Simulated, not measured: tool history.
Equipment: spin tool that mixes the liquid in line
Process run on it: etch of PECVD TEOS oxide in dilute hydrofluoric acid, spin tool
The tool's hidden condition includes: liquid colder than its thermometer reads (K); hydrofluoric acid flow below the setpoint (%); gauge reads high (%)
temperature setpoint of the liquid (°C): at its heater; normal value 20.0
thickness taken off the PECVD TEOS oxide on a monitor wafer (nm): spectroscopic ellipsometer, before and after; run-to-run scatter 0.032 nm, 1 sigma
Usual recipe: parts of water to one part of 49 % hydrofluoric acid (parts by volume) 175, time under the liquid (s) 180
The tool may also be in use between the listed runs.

run,hour,temperature setpoint of the liquid (°C),parts of water to one part of 49 % hydrofluoric acid (parts by volume),time under the liquid (s),wafers since the last listed run,hours since the thermometer was replaced,hours since the hydrofluoric acid flow meter was replaced,hours since the gauge calibration,"read-back film thickness of the PECVD TEOS oxide reference wafer, read on the same gauge (nm)",thickness taken off the PECVD TEOS oxide on a monitor wafer (nm)
1,0.0,20.0,175,180,0,1410.6,1315.9,159.1,50.02,9.87
2,14.9,20.0,175,180,95,1425.5,1330.8,174.0,50.01,9.85
3,42.8,20.0,175,180,178,1453.4,1358.7,201.9,49.99,9.86
4,57.7,20.0,175,180,95,1468.3,1373.6,216.8,49.95,9.86
5,78.4,20.0,175,180,132,1489.0,1394.3,237.5,50.03,9.79
6,101.1,20.0,245,180,145,1511.7,1417.0,260.2,49.98,6.57
7,114.7,20.0,245,180,87,1525.3,1430.6,273.8,50.04,6.54
8,138.5,20.0,245,180,152,1549.1,1454.4,297.6,50.01,6.54
9,164.9,20.0,140,180,169,1575.5,1480.8,324.0,50.02,12.60
10,195.3,20.0,140,180,194,1605.9,1511.2,354.4,49.97,12.65
11,208.4,20.0,140,180,83,1619.0,1524.3,367.5,49.98,12.66
12,238.0,20.0,175,180,189,1648.6,1553.9,397.1,50.00,9.72
# hour 264.4: hydrofluoric acid flow meter replaced
13,271.8,20.0,175,180,210,1682.4,7.4,430.9,50.02,9.78
14,287.1,20.0,175,180,98,1697.7,22.7,446.2,50.04,9.77
15,321.1,18.5,175,105,217,1731.7,56.7,480.2,50.01,5.35
16,337.1,20.0,225,180,102,1747.7,72.7,496.2,49.97,7.22
17,371.7,20.0,175,180,221,1782.3,107.3,530.8,50.01,9.69
# hour 386.4: thermometer replaced
18,401.6,22.5,175,90,185,15.2,137.2,560.7,50.00,5.52
# hour 405.3: gauge calibrated
19,429.4,20.0,100,180,178,43.0,165.0,24.1,49.99,19.04
20,455.0,20.0,175,180,164,68.6,190.6,49.7,49.98,10.08
21,475.1,20.0,175,180,128,88.7,210.7,69.8,49.98,10.00
22,510.6,20.0,105,180,227,124.2,246.2,105.3,49.98,18.09
23,548.0,20.0,175,130,239,161.6,283.6,142.7,50.03,7.24
24,584.1,23.5,175,180,231,197.7,319.7,178.8,49.97,11.48
25,601.7,20.0,140,180,112,215.3,337.3,196.4,50.00,13.04
26,614.7,23.5,230,110,83,228.3,350.3,209.4,50.02,5.08
27,642.4,21.5,175,180,177,256.0,378.0,237.1,49.99,10.67
28,680.2,20.0,175,180,242,293.8,415.8,274.9,50.01,10.01
29,700.4,20.0,175,180,129,314.0,436.0,295.1,50.00,10.05
30,731.9,17.0,145,270,201,345.5,467.5,326.6,50.01,16.56
31,762.0,23.0,115,285,192,375.6,497.6,356.7,50.00,28.96
32,787.5,24.5,140,70,163,401.1,523.1,382.2,50.02,6.05
33,817.5,20.0,175,90,192,431.1,553.1,412.2,49.98,4.98
34,844.7,20.0,175,125,174,458.3,580.3,439.4,50.02,7.00

Each row is a separate what-if for the run after 34, all from the same tool condition, not one after another. Results?
A,845.2,18.5,175,180,3,458.8,580.8,439.9,?,?
B,845.2,18.0,265,120,3,458.8,580.8,439.9,?,?
C,845.2,17.0,175,180,3,458.8,580.8,439.9,?,?

run,"read-back film thickness of the PECVD TEOS oxide reference wafer, read on the same gauge (nm)",thickness taken off the PECVD TEOS oxide on a monitor wafer (nm)
A,50.01,9.42
B,50.01,3.74
C,50.01,8.87
Stripped of hidden state, with their random variation kept, the same runs would have yielded:
run,thickness taken off the PECVD TEOS oxide on a monitor wafer (nm)
A,9.56
B,3.80
C,9.00
